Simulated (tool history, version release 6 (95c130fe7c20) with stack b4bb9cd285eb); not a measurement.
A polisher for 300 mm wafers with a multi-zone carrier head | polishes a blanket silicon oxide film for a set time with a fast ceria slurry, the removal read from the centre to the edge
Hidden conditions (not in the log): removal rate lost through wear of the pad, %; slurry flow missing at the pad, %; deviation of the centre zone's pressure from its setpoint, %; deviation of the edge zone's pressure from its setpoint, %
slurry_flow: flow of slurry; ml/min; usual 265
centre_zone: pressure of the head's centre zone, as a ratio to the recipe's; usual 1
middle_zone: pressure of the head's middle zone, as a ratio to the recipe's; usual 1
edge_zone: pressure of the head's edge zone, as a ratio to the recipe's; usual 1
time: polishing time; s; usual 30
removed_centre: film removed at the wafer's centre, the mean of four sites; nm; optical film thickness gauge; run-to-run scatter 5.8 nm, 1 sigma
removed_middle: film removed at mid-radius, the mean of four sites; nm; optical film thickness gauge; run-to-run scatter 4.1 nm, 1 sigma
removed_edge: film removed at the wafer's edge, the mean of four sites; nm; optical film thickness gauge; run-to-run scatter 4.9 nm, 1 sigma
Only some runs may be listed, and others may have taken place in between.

run	hour	slurry_flow	centre_zone	middle_zone	edge_zone	time	wafers since the last listed run	wafers polished on this pad	hours since the slurry nozzle was cleaned	hours since the centre zone pressure was calibrated	hours since the edge zone pressure was calibrated	hours since the carrier head's membrane was replaced	incoming thickness of the incoming film, nm	removed_centre	removed_middle	removed_edge
1	0	265	1	1	1	30	0	2192	42.8	407	782.5	594.7	2298.2	459.9	419.3	409
# hour 14: centre zone pressure recalibrated
2	45.9	265	1	1	1	30	805	2997	88.7	31.9	828.4	640.6	2290.2	412.5	429.5	421.4
3	88.4	245	1	1	1.08	30	779	3777	131.2	74.4	870.9	683.1	2318.1	408.7	411.8	437.9
# hour 113.9: worn pad replaced by a new one
4	129.9	245	1	1	1.08	30	687	293	172.7	115.9	912.4	724.6	2275.4	406.4	415.9	429.3
5	221.9	245	1	1	1.08	30	1687	1980	264.7	207.9	1004.4	816.6	2320.4	423	419.2	437.4
# hour 288: worn pad replaced by a new one
6	318.6	265	1	1	1	30	1700	560	361.4	304.6	1101.1	913.3	2301.3	431.8	413.6	422.2
# hour 346.9: slurry nozzle cleaned
7	358	265	1.04	1	1	30	704	1265	11.1	344	1140.5	952.7	2342	470.9	429.9	414.7
# hour 381.2: edge zone pressure recalibrated
# hour 400: centre zone pressure recalibrated
8	434.3	195	1	0.9	1	30	1326	2591	87.4	34.3	53.1	1029	2338.9	325.2	372	408.3
# hour 463.7: worn pad replaced by a new one
# hour 540.2: centre zone pressure recalibrated, repeated, since the last time left the tool worse
9	540.7	195	1	0.9	1	30	1841	1375	193.8	0.5	159.5	1135.4	2324.9	407.1	370.9	415.5
10	630.8	265	1	1	0.91	30	1652	3028	283.9	90.6	249.6	1225.5	2312.2	425.2	424.8	403.9
# hour 642.8: carrier head's membrane replaced by a new one
# hour 659.3: worn pad replaced by a new one
11	693.6	210	1	1	0.95	30	986	628	346.7	153.4	312.4	50.8	2307.8	414.7	409.6	402
12	797.8	265	1.05	0.89	1.07	30	1911	2540	450.9	257.6	416.6	155	2267.2	461.3	386.7	438.1
# hour 845.8: slurry nozzle cleaned
13	861.2	245	1	1	1.08	30	1144	3685	15.4	321	480	218.4	2300.4	455.8	422.4	436.5
# hour 882.6: worn pad replaced by a new one
14	935	315	1.04	0.94	1	38	1280	961	89.2	394.8	553.8	292.2	2295.2	626.9	522.1	548.9
# hour 954.9: centre zone pressure recalibrated
15	1024.1	265	0.93	1	1	30	1597	2559	178.3	69.2	642.9	381.3	2320.8	390.3	419.1	426.7

4 ways to go on from here, each from the tool as it stands after run 15. What would each give?
A	1024.5	265	1	1	1	30	7	2567	178.7	69.6	643.3	381.7	2301.3	?	?	?
B	1024.5	265	1.06	1	1	30	7	2567	178.7	69.6	643.3	381.7	2301.3	?	?	?
C	1024.5	265	1.08	0.97	0.89	27	7	2567	178.7	69.6	643.3	381.7	2301.3	?	?	?
D	1024.5	265	0.92	1	1	37	7	2567	178.7	69.6	643.3	381.7	2301.3	?	?	?

run	removed_centre	removed_middle	removed_edge
A	428.6	421.4	425.7
B	454.5	421.3	425.7
C	416.7	370.5	362.8
D	486	519.9	525
Without the tool's hidden state the same runs would have given:
run	removed_centre	removed_middle	removed_edge
A	420.3	421.4	425.7
B	445.7	421.3	425.7
C	408.7	370.6	362.8
D	476.6	520	525

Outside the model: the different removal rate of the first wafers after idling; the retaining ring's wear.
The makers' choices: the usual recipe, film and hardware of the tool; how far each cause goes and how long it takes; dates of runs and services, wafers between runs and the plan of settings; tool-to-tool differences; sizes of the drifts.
